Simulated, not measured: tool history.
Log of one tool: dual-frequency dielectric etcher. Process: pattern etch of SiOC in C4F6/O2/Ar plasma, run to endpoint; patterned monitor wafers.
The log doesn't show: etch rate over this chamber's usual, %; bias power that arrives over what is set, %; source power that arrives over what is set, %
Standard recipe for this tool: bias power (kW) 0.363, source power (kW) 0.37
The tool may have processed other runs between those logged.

| run | hour | bias power (kW) | source power (kW) | wafers since the last listed run | hours since the last wet clean | hours since the last bias power generator calibration | hours since the last source power generator calibration | hours since the last upper electrode change | incoming incoming film thickness, nm | endpoint time (s) |
|---|---|---|---|---|---|---|---|---|---|---|
| 1 | 0 | 0.363 | 0.32 | 0 | 15 | 4002.9 | 3719 | 2444.6 | 30.14 | 12.9 |
| 2 | 28.5 | 0.363 | 0.37 | 391 | 43.5 | 4031.4 | 3747.5 | 2473.1 | 30.01 | 12.1 |
| 3 | 46.7 | 0.363 | 0.37 | 249 | 61.7 | 4049.6 | 3765.7 | 2491.3 | 30.32 | 12.3 |
| 4 | 66.6 | 0.406 | 0.37 | 273 | 81.6 | 4069.5 | 3785.6 | 2511.2 | 30.21 | 11.9 |
| 5 | 87.2 | 0.406 | 0.37 | 282 | 102.2 | 4090.1 | 3806.2 | 2531.8 | 30.23 | 12.1 |
| 6 | 105 | 0.406 | 0.37 | 244 | 120 | 4107.9 | 3824 | 2549.6 | 30.32 | 12 |
| 7 | 127.9 | 0.299 | 0.37 | 314 | 142.9 | 4130.8 | 3846.9 | 2572.5 | 30.48 | 13.1 |
| 8 | 140.3 | 0.363 | 0.37 | 170 | 155.3 | 4143.2 | 3859.3 | 2584.9 | 30.12 | 12.5 |
| 9 | 158.3 | 0.408 | 0.37 | 247 | 173.3 | 4161.2 | 3877.3 | 2602.9 | 30.25 | 12.1 |
|  | 189.6 | upper electrode replaced |
| 10 | 190.1 | 0.363 | 0.33 | 107 | 205.1 | 4193 | 3909.1 | 0.5 | 30.05 | 13.1 |
| 11 | 203.5 | 0.363 | 0.33 | 183 | 218.5 | 4206.4 | 3922.5 | 13.9 | 30.16 | 13.2 |
| 12 | 224.7 | 0.363 | 0.33 | 291 | 239.7 | 4227.6 | 3943.7 | 35.1 | 30.02 | 13 |
| 13 | 236.8 | 0.388 | 0.37 | 166 | 251.8 | 4239.7 | 3955.8 | 47.2 | 30.29 | 12.3 |
|  | 260.5 | bias power generator calibrated |
| 14 | 270.1 | 0.388 | 0.37 | 402 | 285.1 | 9.6 | 3989.1 | 80.5 | 29.88 | 12 |
| 15 | 304.4 | 0.363 | 0.37 | 470 | 319.4 | 43.9 | 4023.4 | 114.8 | 30.27 | 12.6 |
| 16 | 333.1 | 0.363 | 0.42 | 393 | 348.1 | 72.6 | 4052.1 | 143.5 | 29.92 | 11.8 |
| 17 | 362.8 | 0.311 | 0.31 | 407 | 377.8 | 102.3 | 4081.8 | 173.2 | 30.52 | 14.7 |
| 18 | 374.8 | 0.39 | 0.37 | 164 | 389.8 | 114.3 | 4093.8 | 185.2 | 30.14 | 12.3 |
| 19 | 407.8 | 0.363 | 0.37 | 452 | 422.8 | 147.3 | 4126.8 | 218.2 | 30.12 | 12.9 |
| 20 | 420.6 | 0.363 | 0.37 | 175 | 435.6 | 160.1 | 4139.6 | 231 | 29.93 | 12.7 |
| 21 | 454.5 | 0.289 | 0.32 | 465 | 469.5 | 194 | 4173.5 | 264.9 | 30.07 | 14.8 |
|  | 484.9 | wet clean of the chamber |
| 22 | 485.4 | 0.363 | 0.37 | 94 | 0.5 | 224.9 | 4204.4 | 295.8 | 30.46 | 12.3 |
| 23 | 496.2 | 0.274 | 0.37 | 148 | 11.3 | 235.7 | 4215.2 | 306.6 | 30 | 13.4 |
|  | 502.3 | source power generator calibrated |
| 24 | 514.3 | 0.363 | 0.37 | 193 | 29.4 | 253.8 | 12 | 324.7 | 30.2 | 12.1 |
| 25 | 579.2 | 0.278 | 0.29 | 890 | 94.3 | 318.7 | 76.9 | 389.6 | 30.05 | 15.2 |
| 26 | 600.2 | 0.363 | 0.37 | 288 | 115.3 | 339.7 | 97.9 | 410.6 | 30.26 | 12.3 |
| 27 | 620.8 | 0.329 | 0.37 | 282 | 135.9 | 360.3 | 118.5 | 431.2 | 30.25 | 12.8 |
| 28 | 645.8 | 0.408 | 0.28 | 343 | 160.9 | 385.3 | 143.5 | 456.2 | 30.39 | 13.7 |
| 29 | 659.8 | 0.431 | 0.42 | 192 | 174.9 | 399.3 | 157.5 | 470.2 | 30.48 | 11 |
| 30 | 692.4 | 0.276 | 0.37 | 447 | 207.5 | 431.9 | 190.1 | 502.8 | 30.09 | 13.5 |
| 31 | 705.5 | 0.282 | 0.43 | 179 | 220.6 | 445 | 203.2 | 515.9 | 30.62 | 12.8 |
| 32 | 731.2 | 0.323 | 0.41 | 352 | 246.3 | 470.7 | 228.9 | 541.6 | 30.28 | 12.4 |
| 33 | 764.8 | 0.363 | 0.37 | 461 | 279.9 | 504.3 | 262.5 | 575.2 | 29.87 | 12.3 |
| 34 | 789.8 | 0.363 | 0.37 | 343 | 304.9 | 529.3 | 287.5 | 600.2 | 30.15 | 12.5 |
| 35 | 818.7 | 0.39 | 0.37 | 396 | 333.8 | 558.2 | 316.4 | 629.1 | 30.31 | 12.5 |

Alternative continuations, all from the tool just after run 35; predict every row:
| A | 819.1 | 0.363 | 0.37 | 5 | 334.2 | 558.6 | 316.8 | 629.5 | 30.14 | ? |
| B | 819.1 | 0.327 | 0.37 | 5 | 334.2 | 558.6 | 316.8 | 629.5 | 30.14 | ? |
| C | 819.1 | 0.294 | 0.3 | 5 | 334.2 | 558.6 | 316.8 | 629.5 | 30.14 | ? |
| D | 819.1 | 0.363 | 0.4 | 5 | 334.2 | 558.6 | 316.8 | 629.5 | 30.14 | ? |

| run | endpoint time (s) |
|---|---|
| A | 12.6 |
| B | 13 |
| C | 14.9 |
| D | 12.2 |
What these runs would have given with no unlogged condition in the tool:
| run | endpoint time (s) |
|---|---|
| A | 12.2 |
| B | 12.6 |
| C | 14.5 |
| D | 11.8 |
